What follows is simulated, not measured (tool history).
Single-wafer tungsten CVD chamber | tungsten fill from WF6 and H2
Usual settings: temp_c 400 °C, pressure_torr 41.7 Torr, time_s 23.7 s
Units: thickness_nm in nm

| run | day | temp_c | pressure_torr | time_s | read-back reference wafer on the same gauge, thickness_nm | thickness_nm |
|---|---|---|---|---|---|---|
| 1 | 0.000 | 389 | 41.7 | 23.7 | 81.673 | 70.514 |
| 2 | 0.946 | 389 | 41.7 | 23.7 | 81.753 | 71.165 |
| 3 | 4.862 | 397 | 41.7 | 23.7 | 81.704 | 84.092 |
| 4 | 6.312 | 400 | 41.7 | 23.7 | 81.700 | 89.478 |
| 5 | 7.017 | 400 | 41.7 | 23.7 | 81.676 | 89.892 |
| 6 | 10.742 | 400 | 35.4 | 26.9 | 81.646 | 96.389 |
| 7 | 11.892 | 400 | 35.4 | 26.9 | 81.613 | 96.652 |
| 8 | 13.329 | 400 | 35.4 | 26.9 | 81.721 | 96.883 |
| 9 | 14.038 | 400 | 41.7 | 23.7 | 81.734 | 91.446 |
| 10 | 17.446 | 400 | 41.7 | 23.7 | 81.687 | 91.472 |
| 11 | 18.279 | 400 | 41.7 | 23.7 | 81.746 | 91.888 |
| 12 | 19.283 | 400 | 41.7 | 23.7 | 81.701 | 91.970 |
| 13 | 20.583 | 400 | 41.7 | 23.7 | 81.776 | 92.738 |
| 14 | 21.879 | 400 | 41.7 | 23.7 | 81.740 | 81.197 |
| 15 | 23.229 | 400 | 52.1 | 23.7 | 81.712 | 90.159 |
| 16 | 24.033 | 400 | 41.7 | 23.7 | 81.696 | 81.665 |
| 17 | 25.304 | 394 | 32.1 | 19.6 | 81.741 | 52.860 |
| 18 | 26.754 | 400 | 41.7 | 23.7 | 81.687 | 80.948 |
| 19 | 27.888 | 400 | 41.7 | 23.7 | 81.643 | 82.472 |
| 20 | 28.671 | 400 | 35.6 | 23.7 | 81.651 | 76.252 |
| 21 | 29.592 | 386 | 41.7 | 23.7 | 81.712 | 61.729 |
| 22 | 30.342 | 391 | 41.7 | 19.1 | 81.666 | 54.822 |
| 23 | 31.321 | 409 | 47.4 | 23.7 | 81.720 | 102.623 |
| 24 | 32.104 | 389 | 51.6 | 21.6 | 81.701 | 65.983 |
| 25 | 33.483 | 405 | 37.7 | 21.1 | 81.738 | 76.094 |
| 26 | 34.192 | 400 | 41.7 | 23.7 | 81.702 | 81.659 |
| 27 | 34.929 | 411 | 41.7 | 23.7 | 81.763 | 101.116 |
| 28 | 36.017 | 388 | 33.2 | 19.2 | 81.698 | 46.340 |
| 29 | 36.733 | 400 | 41.7 | 23.7 | 81.673 | 81.623 |

Not shown: 4 entries that the log had between the listed runs. Between which runs, and how does the tool's hidden state differ before and after?
Between runs 6 and 7: capacitance manometer re-zeroed and calibrated (day 11.871)
  wafer temperature above the value expected at the setpoint (K): 5.58 -> 5.72
  measured less the result without the state, thickness_nm: +9.551 -> +9.803 nm
Between runs 13 and 14: gauge calibrated (day 20.592); thermocouple changed; heater temperature recalibrated (day 21.071); showerhead replaced, of another model than before (day 21.621)
  wafer temperature above the value expected at the setpoint (K): 6.83 -> 0.141
  measured less the result without the state, thickness_nm: +11.109 -> +0.216 nm

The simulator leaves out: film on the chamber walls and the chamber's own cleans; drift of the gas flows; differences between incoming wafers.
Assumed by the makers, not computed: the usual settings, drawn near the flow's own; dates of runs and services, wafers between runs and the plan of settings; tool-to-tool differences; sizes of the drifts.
